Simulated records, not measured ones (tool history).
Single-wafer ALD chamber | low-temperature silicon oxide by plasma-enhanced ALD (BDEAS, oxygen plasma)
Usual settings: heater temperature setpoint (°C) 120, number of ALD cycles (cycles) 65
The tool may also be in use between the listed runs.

run,hour,heater temperature setpoint (°C),number of ALD cycles (cycles),"read-back reference wafer on the same gauge, thickness_nm",mean film thickness on the monitor wafer (Å)
1,0,123,65,8.488,89.11
2,13.5,123,65,8.475,88.6
3,30.3,115,57,8.481,78.51
4,43.3,115,57,8.49,78.76
5,50.1,120,65,8.477,89.28
6,63.9,120,65,8.487,89.18
7,72,120,65,8.465,89.07
8,85.4,120,65,8.467,89.07
9,94.9,120,65,8.469,89.51
10,107.6,120,65,8.475,88.87
11,118.5,113,65,8.457,90.13
12,131.6,113,65,8.473,90.35
13,141.4,120,65,8.47,89.6
14,151.7,135,54,8.479,72.43
15,168.6,120,65,8.464,88.73
16,182.5,120,76,8.471,104.98
17,199.5,128,65,8.477,87.89
18,208.3,132,70,8.476,93.65
19,217.1,129,60,8.476,80.53
20,231.9,115,65,8.486,89.12
21,246.2,120,65,8.46,89.34
22,263.2,114,77,8.467,106.4
23,272.7,129,65,8.476,88.01
24,283.4,120,65,8.461,89.27
25,301.3,125,59,8.469,80.26

Taken out of this log: 2 entries between the listed runs. Where each belongs, and how the hidden state differs across it:
Between runs 12 and 13: thermocouple changed; heater temperature recalibrated (hour 140.9)
  no hidden state differs between the two runs
Between runs 16 and 17: gauge calibrated (hour 199.4)
  no hidden state differs between the two runs
